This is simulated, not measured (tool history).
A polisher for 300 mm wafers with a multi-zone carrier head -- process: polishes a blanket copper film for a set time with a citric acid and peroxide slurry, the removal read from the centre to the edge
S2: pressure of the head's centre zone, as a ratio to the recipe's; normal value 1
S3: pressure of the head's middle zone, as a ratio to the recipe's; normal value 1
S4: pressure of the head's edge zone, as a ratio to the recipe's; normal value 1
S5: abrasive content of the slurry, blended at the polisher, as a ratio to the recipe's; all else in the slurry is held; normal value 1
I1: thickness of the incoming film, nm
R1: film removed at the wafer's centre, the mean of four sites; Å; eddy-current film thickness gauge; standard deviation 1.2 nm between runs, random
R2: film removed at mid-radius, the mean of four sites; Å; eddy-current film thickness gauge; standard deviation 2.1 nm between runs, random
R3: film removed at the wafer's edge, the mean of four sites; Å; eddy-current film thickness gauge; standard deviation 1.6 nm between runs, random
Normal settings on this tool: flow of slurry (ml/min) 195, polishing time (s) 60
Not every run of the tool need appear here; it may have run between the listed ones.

Run 1, hour 0: usual settings; I1 967.9. Result: R1 1425 Å, R2 1343 Å, R3 1375 Å.
Run 2, hour 71.3: usual settings; I1 947.7. Result: R1 1415 Å, R2 1383 Å, R3 1354 Å.
At hour 99.7: worn pad replaced by a new one.
Run 3, hour 110.4: usual settings; I1 943.6. Result: R1 1478 Å, R2 1441 Å, R3 1466 Å.
At hour 182.3: edge zone pressure recalibrated.
Run 4, hour 206.1: usual settings; I1 950.4. Result: R1 1435 Å, R2 1345 Å, R3 1403 Å.
Run 5, hour 278.3: usual settings; I1 948.1. Result: R1 1434 Å, R2 1367 Å, R3 1381 Å.
Run 6, hour 355.8: usual settings; I1 946.4. Result: R1 1409 Å, R2 1349 Å, R3 1380 Å.
At hour 371.9: worn pad replaced by a new one.
Run 7, hour 399.5: usual settings; I1 932.7. Result: R1 1481 Å, R2 1467 Å, R3 1438 Å.
At hour 472.1: carrier head's membrane replaced by a new one.
Run 8, hour 479.7: usual settings; I1 946.7. Result: R1 1444 Å, R2 1361 Å, R3 1395 Å.
At hour 571.1: edge zone pressure recalibrated.
Run 9, hour 571.6: usual settings; I1 952.4. Result: R1 1426 Å, R2 1394 Å, R3 1385 Å.
Run 10, hour 650.1: usual settings; I1 951.6. Result: R1 1428 Å, R2 1368 Å, R3 1401 Å.
At hour 684.7: worn pad replaced by a new one.
Run 11, hour 712.7: usual settings; I1 939.2. Result: R1 1484 Å, R2 1433 Å, R3 1433 Å.
At hour 756.6: centre zone pressure recalibrated.
Run 12, hour 818.8: usual settings but flow of slurry (ml/min) 170, S5 1.1, polishing time (s) 75; I1 951.5. Result: R1 1770 Å, R2 1763 Å, R3 1772 Å.
Run 13, hour 866.8: usual settings but S2 0.92, S5 1.15; I1 950.5. Result: R1 1337 Å, R2 1417 Å, R3 1399 Å.
At hour 913.2: slurry nozzle cleaned.
Run 14, hour 914.8: usual settings but S2 0.97, S3 0.93, S5 1.25; I1 954.6. Result: R1 1442 Å, R2 1328 Å, R3 1450 Å.
Run 15, hour 997.4: usual settings; I1 951.7. Result: R1 1407 Å, R2 1386 Å, R3 1397 Å.
At hour 1007: edge zone pressure recalibrated.
At hour 1022.2: worn pad replaced by a new one.
Run 16, hour 1099.2: usual settings but flow of slurry (ml/min) 240, S5 1.2; I1 948.6. Result: R1 1547 Å, R2 1501 Å, R3 1534 Å.
Run 17, hour 1143.5: usual settings but flow of slurry (ml/min) 250, polishing time (s) 54; I1 947.7. Result: R1 1363 Å, R2 1294 Å, R3 1284 Å.

The next listed run, before its measurement:
Run 18, hour 1235.6: usual settings but flow of slurry (ml/min) 160, S2 1.05; I1 948.4. Result: R1 ?, R2 ?, R3 ?.

R1: 1431 Å
R2: 1341 Å
R3: 1359 Å
Without the tool's hidden state the same run would have given R1 1517 Å, R2 1422 Å, R3 1441 Å.
